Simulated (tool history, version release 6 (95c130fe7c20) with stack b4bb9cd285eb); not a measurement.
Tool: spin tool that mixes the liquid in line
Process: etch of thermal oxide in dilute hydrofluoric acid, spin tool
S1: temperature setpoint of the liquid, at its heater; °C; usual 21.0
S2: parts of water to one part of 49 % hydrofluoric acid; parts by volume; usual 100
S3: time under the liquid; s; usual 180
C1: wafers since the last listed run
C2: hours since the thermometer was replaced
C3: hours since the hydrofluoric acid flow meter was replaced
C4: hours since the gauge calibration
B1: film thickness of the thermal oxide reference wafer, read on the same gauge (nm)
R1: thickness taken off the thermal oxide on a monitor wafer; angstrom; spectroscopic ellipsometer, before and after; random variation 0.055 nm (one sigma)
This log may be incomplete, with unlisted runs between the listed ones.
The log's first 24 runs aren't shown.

| run | hour | S1 | S2 | S3 | C1 | C2 | C3 | C4 | B1 | R1 |
|---|---|---|---|---|---|---|---|---|---|---|
| 25 | 583.5 | 18.0 | 115 | 220 | 128 | 285.6 | 255.5 | 300.7 | 50.00 | 58.3 |
| 26 | 596.7 | 21.0 | 100 | 180 | 94 | 298.8 | 268.7 | 313.9 | 49.98 | 64.0 |
| 27 | 621.9 | 21.0 | 100 | 180 | 179 | 324.0 | 293.9 | 339.1 | 50.00 | 62.9 |
| 28 | 655.3 | 18.5 | 130 | 90 | 237 | 357.4 | 327.3 | 372.5 | 49.98 | 21.3 |
| 29 | 667.8 | 21.0 | 100 | 180 | 89 | 369.9 | 339.8 | 385.0 | 49.98 | 63.4 |
| 30 | 682.4 | 21.0 | 60 | 105 | 103 | 384.5 | 354.4 | 399.6 | 50.03 | 65.2 |
| 31 | 731.0 | 24.5 | 65 | 180 | 346 | 433.1 | 403.0 | 448.2 | 50.02 | 118.1 |
| 32 | 791.4 | 21.0 | 100 | 180 | 430 | 493.5 | 463.4 | 508.6 | 50.02 | 61.9 |
| 33 | 811.3 | 26.0 | 125 | 220 | 141 | 513.4 | 483.3 | 528.5 | 49.98 | 72.9 |
| 34 | 847.8 | 21.0 | 100 | 180 | 259 | 549.9 | 519.8 | 565.0 | 49.99 | 62.0 |
| 35 | 859.9 | 21.0 | 100 | 180 | 86 | 562.0 | 531.9 | 577.1 | 50.04 | 61.7 |

3 ways to go on from here, each from the tool as it stands after run 35. What would each give?
| A | 860.4 | 21.0 | 100 | 180 | 3 | 562.5 | 532.4 | 577.6 | ? | ? |
| B | 860.4 | 21.0 | 80 | 180 | 3 | 562.5 | 532.4 | 577.6 | ? | ? |
| C | 860.4 | 21.0 | 125 | 230 | 3 | 562.5 | 532.4 | 577.6 | ? | ? |

| run | B1 | R1 |
|---|---|---|
| A | 50.01 | 63.2 |
| B | 50.01 | 80.8 |
| C | 50.01 | 62.9 |
With the hidden condition removed and each run's random variation left untouched, the same runs would have given:
| run | R1 |
|---|---|
| A | 66.4 |
| B | 84.9 |
| C | 66.0 |

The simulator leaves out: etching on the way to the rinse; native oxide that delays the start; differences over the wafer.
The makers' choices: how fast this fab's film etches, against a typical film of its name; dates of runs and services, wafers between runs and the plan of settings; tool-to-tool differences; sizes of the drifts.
